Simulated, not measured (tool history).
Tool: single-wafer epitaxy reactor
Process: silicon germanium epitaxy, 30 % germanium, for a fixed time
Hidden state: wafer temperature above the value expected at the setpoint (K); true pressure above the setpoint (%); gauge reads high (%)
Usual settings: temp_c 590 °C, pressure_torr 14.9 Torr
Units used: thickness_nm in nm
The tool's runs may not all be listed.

run,day,temp_c,pressure_torr,wafers since the last listed run,hours since the last pyrometer calibration,hours since the last manometer calibration,hours since the showerhead was replaced,hours since the gauge calibration,"read-back reference wafer on the same gauge, thickness_nm",thickness_nm
1,0,590,14.9,0,1556,1036.4,2938.1,346.9,47.711,48.324
2,2.312,586,13,660,1611.5,1091.9,2993.6,402.4,47.698,42.643
3,4.258,586,13,555,1658.2,1138.6,3040.3,449.1,47.69,42.744
4,5.779,590,16.1,434,1694.7,1175.1,3076.8,485.6,47.731,50.179
5,6.95,590,14.9,334,1722.8,1203.2,3104.9,513.7,47.73,49.019
6,8.738,590,14.9,510,1765.7,1246.1,3147.8,556.6,47.705,49.263
# day 11.408: pyrometer calibrated
7,11.429,600,14.9,673,0.5,1310.7,3212.4,621.2,47.714,56.588
8,12.896,600,14.9,418,35.7,1345.9,3247.6,656.4,47.706,56.503
# day 14.704: showerhead replaced
9,15.179,603,13.8,556,90.5,1400.7,11.4,711.2,47.692,58.584
10,16.433,579,13.9,357,120.6,1430.8,41.5,741.3,47.711,35.269
# day 18.158: gauge calibrated
11,18.188,603,13.6,500,162.7,1472.9,83.6,0.7,47.689,58.492
12,19.75,586,13,445,200.2,1510.4,121.1,38.2,47.683,40.22
# day 21.329: capacitance manometer re-zeroed and calibrated
13,21.638,590,12.4,443,245.5,7.4,166.4,83.5,47.698,42.077
14,23.083,590,14.9,412,280.2,42.1,201.1,118.2,47.712,44.865
15,25.796,586,11.5,774,345.3,107.2,266.2,183.3,47.703,37.78
16,26.979,604,17.8,337,373.7,135.6,294.6,211.7,47.702,64.231

Branching from run 16: 5 alternative next runs. What would each branch give?
A,26.996,590,14.9,4,374.1,136,295,212.1,?,?
B,26.996,590,18.1,4,374.1,136,295,212.1,?,?
C,26.996,586,11.8,4,374.1,136,295,212.1,?,?
D,26.996,590,12.7,4,374.1,136,295,212.1,?,?
E,26.996,585,14.9,4,374.1,136,295,212.1,?,?

run,"read-back reference wafer on the same gauge, thickness_nm",thickness_nm
A,47.699,45.156
B,47.699,48.255
C,47.699,38.384
D,47.699,42.825
E,47.699,40.567
Had the tool no hidden state, the same runs would have come out as:
run,thickness_nm
A,44.65
B,47.714
C,37.951
D,42.345
E,40.109
